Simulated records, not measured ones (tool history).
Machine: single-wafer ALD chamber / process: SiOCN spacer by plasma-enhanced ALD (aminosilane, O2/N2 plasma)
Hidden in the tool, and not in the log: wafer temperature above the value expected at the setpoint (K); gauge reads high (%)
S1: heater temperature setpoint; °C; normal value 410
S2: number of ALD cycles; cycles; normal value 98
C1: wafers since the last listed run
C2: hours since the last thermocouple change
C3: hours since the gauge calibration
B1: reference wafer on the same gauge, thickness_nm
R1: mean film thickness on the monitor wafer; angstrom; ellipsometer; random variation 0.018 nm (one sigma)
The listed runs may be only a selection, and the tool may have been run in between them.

run,day,S1,S2,C1,C2,C3,B1,R1
1,0,410,98,0,567.4,158.5,4.833,57.26
2,1.846,410,98,111,611.7,202.8,4.839,57.56
3,3.717,410,98,113,656.6,247.7,4.842,57.18
4,6.304,410,98,156,718.7,309.8,4.842,57.22
5,7.35,410,98,63,743.8,334.9,4.845,57.66
6,9.142,410,98,108,786.8,377.9,4.839,57.6
7,10.658,415,98,91,823.2,414.3,4.834,56.47
8,13.317,415,98,160,887,478.1,4.846,56.57
9,19.612,404,109,380,1038.1,629.2,4.84,65.18
10,21.904,404,109,138,1093.1,684.2,4.843,64.76
11,23.142,404,109,74,1122.8,713.9,4.84,64.78
12,24.146,404,98,60,1146.9,738,4.841,58.45
# day 26.008: thermocouple changed; heater temperature recalibrated
13,26.633,404,98,130,15,797.7,4.841,57.72
14,28.554,410,106,116,61.1,843.8,4.838,61.34
15,37.4,410,106,534,273.4,1056.1,4.841,61.58
16,39.092,396,116,102,314,1096.7,4.845,68.94
17,40.829,410,98,105,355.7,1138.4,4.848,57.1
18,42.008,410,81,71,384,1166.7,4.838,47.29
# day 43.267: gauge calibrated
19,44.221,410,98,133,437.1,22.9,4.838,56.96
20,45.238,406,88,61,461.5,47.3,4.839,51.91
21,46.954,403,107,103,502.7,88.5,4.842,63.74
22,48.625,397,90,101,542.8,128.6,4.835,53.82
23,50.354,399,85,104,584.3,170.1,4.837,50.8

Run 24 is up next; what results do you expect?
24,53.175,422,93,170,652,237.8,?,?

B1: 4.835
R1: 52.7 angstrom
Take away the tool's hidden state, keep the run-to-run variation as it was, and the same run would have given R1 52.18 angstrom.

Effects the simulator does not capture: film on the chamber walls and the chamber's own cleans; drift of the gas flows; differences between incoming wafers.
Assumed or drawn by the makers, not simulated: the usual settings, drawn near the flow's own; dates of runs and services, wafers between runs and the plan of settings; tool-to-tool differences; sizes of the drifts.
